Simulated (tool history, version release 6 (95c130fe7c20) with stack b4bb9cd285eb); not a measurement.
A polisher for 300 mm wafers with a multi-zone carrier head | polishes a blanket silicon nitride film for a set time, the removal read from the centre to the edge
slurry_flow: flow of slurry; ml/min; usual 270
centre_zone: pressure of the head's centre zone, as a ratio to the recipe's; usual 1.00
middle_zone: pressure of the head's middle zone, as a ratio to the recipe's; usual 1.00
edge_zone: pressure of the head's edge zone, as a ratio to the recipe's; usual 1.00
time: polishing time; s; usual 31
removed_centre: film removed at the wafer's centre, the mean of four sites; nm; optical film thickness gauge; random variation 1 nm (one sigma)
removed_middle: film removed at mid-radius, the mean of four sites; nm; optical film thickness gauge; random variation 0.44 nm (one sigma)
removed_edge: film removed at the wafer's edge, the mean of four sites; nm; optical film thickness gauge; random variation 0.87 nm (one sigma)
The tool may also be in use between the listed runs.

run     day  slurry_flow  centre_zone  middle_zone  edge_zone  time  wafers since the last listed run  wafers polished on this pad  hours since the slurry nozzle was cleaned  hours since the centre zone pressure was calibrated  hours since the edge zone pressure was calibrated  hours since the carrier head's membrane was replaced  incoming thickness of the incoming film, nm  removed_centre  removed_middle  removed_edge
  1   0.000          270         1.00         1.00       1.00    26                                 0                         2263                                       54.2                                                578.5                                               23.9                                                 673.2                                        365.0            53.5            52.4          52.2
  2   3.096          270         1.00         1.00       1.00    26                               908                         3171                                      128.5                                                652.8                                               98.2                                                 747.5                                        375.1            52.8            52.0          51.6
      5.254  -- worn pad replaced by a new one
      5.429  -- carrier head's membrane replaced by a new one
  3   5.946          270         1.00         1.00       1.00    31                               735                          151                                      196.9                                                721.2                                              166.6                                                  12.4                                        367.1            70.7            68.4          69.6
      9.704  -- centre zone pressure recalibrated
  4   9.725          270         1.00         1.00       1.00    31                              1084                         1235                                      287.6                                                  0.5                                              257.3                                                 103.1                                        374.9            65.6            64.6          65.8
  5  11.983          270         1.00         1.00       1.00    31                               662                         1898                                      341.8                                                 54.7                                              311.5                                                 157.3                                        366.2            63.2            62.5          63.4
  6  13.833          270         1.00         0.97       1.00    31                               542                         2440                                      386.2                                                 99.1                                              355.9                                                 201.7                                        367.7            63.8            59.9          62.4
     17.608  -- worn pad replaced by a new one
  7  17.629          235         1.00         1.00       1.00    31                              1064                            5                                      477.3                                                190.2                                              447.0                                                 292.8                                        373.1            68.1            68.7          70.4
  8  19.338          235         1.00         1.00       1.00    31                               501                          506                                      518.3                                                231.2                                              488.0                                                 333.8                                        367.0            66.2            64.9          67.4
     21.575  -- edge zone pressure recalibrated
  9  22.979          270         1.00         1.00       1.00    31                              1043                         1550                                      605.7                                                318.6                                               33.7                                                 421.2                                        368.6            65.2            63.4          63.4
 10  26.192          270         1.00         1.00       1.00    31                               942                         2492                                      682.8                                                395.7                                              110.8                                                 498.3                                        372.4            63.0            62.4          63.4
     27.896  -- slurry nozzle cleaned
 11  28.233          230         1.00         0.88       1.00    39                               586                         3079                                        8.1                                                444.7                                              159.8                                                 547.3                                        375.0            76.3            68.7          77.7
     31.075  -- worn pad replaced by a new one
 12  32.492          270         1.00         1.00       1.00    31                              1200                          415                                      110.3                                                546.9                                              262.0                                                 649.5                                        374.3            67.1            66.5          66.4
 13  34.388          185         0.97         1.00       1.00    35                               556                          971                                      155.8                                                592.4                                              307.5                                                 695.0                                        365.8            68.8            68.2          68.9
 14  37.333          230         1.00         0.88       1.00    39                               864                         1835                                      226.5                                                663.1                                              378.2                                                 765.7                                        375.2            75.7            68.7          79.7
 15  38.925          270         1.00         0.92       1.00    31                               466                         2302                                      264.7                                                701.3                                              416.4                                                 803.9                                        361.6            61.9            57.1          63.1
     39.162  -- centre zone pressure recalibrated
     39.808  -- edge zone pressure recalibrated
 16  40.692          245         1.00         1.00       1.00    31                               469                         2772                                      307.1                                                 36.7                                               21.2                                                 846.3                                        374.5            60.8            60.7          60.9
     41.317  -- carrier head's membrane replaced by a new one
     41.996  -- worn pad replaced by a new one
 17  43.471          335         1.00         1.00       0.92    31                               705                          433                                      373.8                                                103.4                                               87.9                                                  51.7                                        373.7            70.0            68.8          65.8
 18  45.800          270         1.00         1.00       1.00    21                               683                         1116                                      429.7                                                159.3                                              143.8                                                 107.6                                        371.2            43.5            43.8          44.6
 19  47.488          340         1.00         0.93       0.93    26                               494                         1611                                      470.2                                                199.8                                              184.3                                                 148.1                                        368.2            56.9            51.3          52.4
 20  51.742          270         0.92         0.94       1.00    31                              1247                         2859                                      572.3                                                301.9                                              286.4                                                 250.2                                        373.7            58.7            58.6          63.5
 21  53.400          270         1.00         1.00       1.00    26                               486                         3345                                      612.1                                                341.7                                              326.2                                                 290.0                                        373.3            52.5            52.4          51.8

Some steps in removed_centre between neighbouring runs. How much of each would the tool show without its hidden state too (settings, what came in, random variation), and how much is left for the hidden state, with any gauge scatter that isn't in both results?
The hidden state here: removal rate lost through wear of the pad, %; slurry flow missing at the pad, %; deviation of the centre zone's pressure from its setpoint, %; deviation of the edge zone's pressure from its setpoint, %.
Run 2 -> 3: time 26 -> 31, worn pad replaced by a new one, carrier head's membrane replaced by a new one. removed_centre +17.9 nm: hidden state +5.6, all else +12.3.
Run 6 -> 7: slurry_flow 270 -> 235, middle_zone 0.97 -> 1.00, worn pad replaced by a new one. removed_centre +4.3 nm: hidden state +7.5, all else -3.2.
Run 11 -> 12: slurry_flow 230 -> 270, middle_zone 0.88 -> 1.00, time 39 -> 31, worn pad replaced by a new one. removed_centre -9.2 nm: hidden state +6.9, all else -16.1.
Run 17 -> 18: slurry_flow 335 -> 270, edge_zone 0.92 -> 1.00, time 31 -> 21. removed_centre -26.5 nm: hidden state -0.8, all else -25.7.
